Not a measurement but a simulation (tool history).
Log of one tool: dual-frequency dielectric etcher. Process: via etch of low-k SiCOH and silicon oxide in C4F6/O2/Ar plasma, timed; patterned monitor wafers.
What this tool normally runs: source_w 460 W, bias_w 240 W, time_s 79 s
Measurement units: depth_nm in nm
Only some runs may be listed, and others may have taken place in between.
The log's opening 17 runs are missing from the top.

run   hour  source_w  bias_w  time_s  read-back reference wafer on the same gauge, depth_nm  depth_nm
 18  496.4       530     283      59                                                  248.9     203.3
     535.1  -- source power generator calibrated
 19  542.1       430     209    67.5                                                  248.7     193.5
 20  624.4       460     181    88.5                                                  249.2     253.8
 21  653.8       460     279    57.5                                                  248.9     184.2
     656.2  -- gauge calibrated
 22  672.6       460     240      79                                                  248.9     244.4
 23  688.7       460     240      79                                                  248.6     246.9
 24  705.3       460     282      79                                                  248.9     255.2
 25  739.7       550     240    97.5                                                  248.9     329.9
     834.9  -- wet clean of the chamber
 26  835.4       520     240      79                                                  248.9       261
 27  837.3       460     191      93                                                  248.7     272.7
 28  867.5       460     240      65                                                  248.5     201.5
 29  886.4       560     240    67.5                                                  248.6     230.1
 30  907.2       460     240      79                                                  248.8     244.7

4 ways to go on from here, each from the tool as it stands after run 30. What would each give?
  A  907.6       460     291      79                                                      ?         ?
  B  907.6       570     240    93.5                                                      ?         ?
  C  907.6       360     292      88                                                      ?         ?
  D  907.6       460     190    92.5                                                      ?         ?

run  read-back reference wafer on the same gauge, depth_nm  depth_nm
  A                                                  249.2     252.8
  B                                                  249.2     314.8
  C                                                  249.2     250.1
  D                                                  249.2     266.9
Take away the tool's hidden state, keep each run's random variation, and the runs would have read:
run  depth_nm
  A     252.8
  B     314.8
  C     250.1
  D     266.9

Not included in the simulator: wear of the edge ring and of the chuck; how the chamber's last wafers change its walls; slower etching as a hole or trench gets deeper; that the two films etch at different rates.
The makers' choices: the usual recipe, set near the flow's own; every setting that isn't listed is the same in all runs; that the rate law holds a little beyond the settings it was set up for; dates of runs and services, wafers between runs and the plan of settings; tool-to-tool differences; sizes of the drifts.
